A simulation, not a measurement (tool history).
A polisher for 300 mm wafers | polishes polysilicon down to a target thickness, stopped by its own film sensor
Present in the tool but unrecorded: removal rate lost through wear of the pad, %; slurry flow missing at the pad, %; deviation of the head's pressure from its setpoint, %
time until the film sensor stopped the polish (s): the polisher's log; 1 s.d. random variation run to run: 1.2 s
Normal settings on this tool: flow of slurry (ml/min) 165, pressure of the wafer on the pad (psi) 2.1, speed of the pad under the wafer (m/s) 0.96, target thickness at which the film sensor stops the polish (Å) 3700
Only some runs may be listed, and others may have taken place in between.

run	hour	flow of slurry (ml/min)	pressure of the wafer on the pad (psi)	speed of the pad under the wafer (m/s)	target thickness at which the film sensor stops the polish (Å)	wafers since the last listed run	wafers polished on this pad	hours since the slurry nozzle was cleaned	hours since the head pressure was calibrated	incoming thickness of the incoming film, nm	time until the film sensor stopped the polish (s)
1	0	165	1.9	0.96	3700	0	32	156.1	215.2	737.3	80.7
2	11.4	165	1.9	0.96	3700	132	165	167.5	226.6	735.4	83.4
3	26.9	165	2.1	0.96	3070	179	345	183	242.1	738.7	90.2
4	42.3	165	2.1	0.96	3070	178	523	198.4	257.5	740.6	91
# hour 47.8: slurry nozzle cleaned
5	49.6	165	2.1	0.96	3070	73	597	1.8	264.8	746.9	86.7
6	100.6	165	2.1	0.96	4210	592	1189	52.8	315.8	729.1	62.3
7	112	165	2.1	0.96	4210	132	1321	64.2	327.2	747.2	66.5
# hour 123.1: worn pad replaced by a new one, of another model than before
8	129.3	165	2.1	0.96	3700	154	72	81.5	344.5	741.6	76.1
9	135.8	165	2.1	0.96	3700	75	147	88	351	741.7	77
10	148.7	165	2.1	0.96	3700	149	297	100.9	363.9	747.4	77.1
11	165.1	180	2.7	0.96	3700	190	487	117.3	380.3	756.5	65.6
12	178	165	2.1	0.96	3700	149	637	130.2	393.2	740	78.3
13	186.1	165	2.1	0.96	3700	94	731	138.3	401.3	732.2	75.9
14	198.7	165	1.5	1.14	4850	146	878	150.9	413.9	743	65.6
15	209.4	215	2.1	1.1	3700	124	1002	161.6	424.6	735.4	71
16	225.7	165	2.6	0.96	2640	189	1191	177.9	440.9	743.4	89.8
17	243.5	165	2.1	0.72	4820	206	1398	195.7	458.7	724.5	58.7
# hour 250.6: worn pad replaced by a new one
18	260.3	210	2.1	0.96	3700	148	112	212.5	475.5	754	80.7
19	271.1	210	1.7	1.3	3700	125	237	223.3	486.3	741	82.5
20	279	165	2.1	1.12	3220	91	329	231.2	494.2	746.5	95
# hour 280.4: slurry nozzle cleaned
21	285.3	165	2.1	0.96	3700	61	390	4.9	500.5	745	74.8
22	292.1	190	2.1	0.96	3700	78	469	11.7	507.3	756.9	76.9
23	303.7	165	2.1	0.96	3700	134	604	23.3	518.9	738.2	74.7
24	319.3	180	2.7	0.96	3700	181	785	38.9	534.5	745.2	63
25	336.1	180	1.4	1.08	4960	195	980	55.7	551.3	754.1	65.5
# hour 355.9: head pressure recalibrated
# hour 357.3: worn pad replaced by a new one
26	359.9	130	1.9	1.26	2800	236	30	79.5	4	740.8	98.4
27	382.1	165	2.1	0.96	3700	257	288	101.7	26.2	737.3	78
28	394.5	165	2.1	0.8	4160	143	432	114.1	38.6	744.4	76.2
29	411.8	165	2.1	0.96	3700	200	633	131.4	55.9	738.3	79
30	425.8	165	2.1	0.96	3700	162	795	145.4	69.9	740	79.4
31	440.5	165	2.1	0.96	3700	170	966	160.1	84.6	732.7	81
32	450.6	165	1.9	1.06	3700	117	1083	170.2	94.7	729.2	84.2

Run 33 is up next; what results do you expect?
33	464.9	165	2.1	0.96	3700	166	1249	184.5	109	732	?

{"run 33": {"time until the film sensor stopped the polish (s)": 81.6}}
Were there no unlogged condition in the tool, this run, its random variation unchanged, would have produced time until the film sensor stopped the polish (s) 71.7.
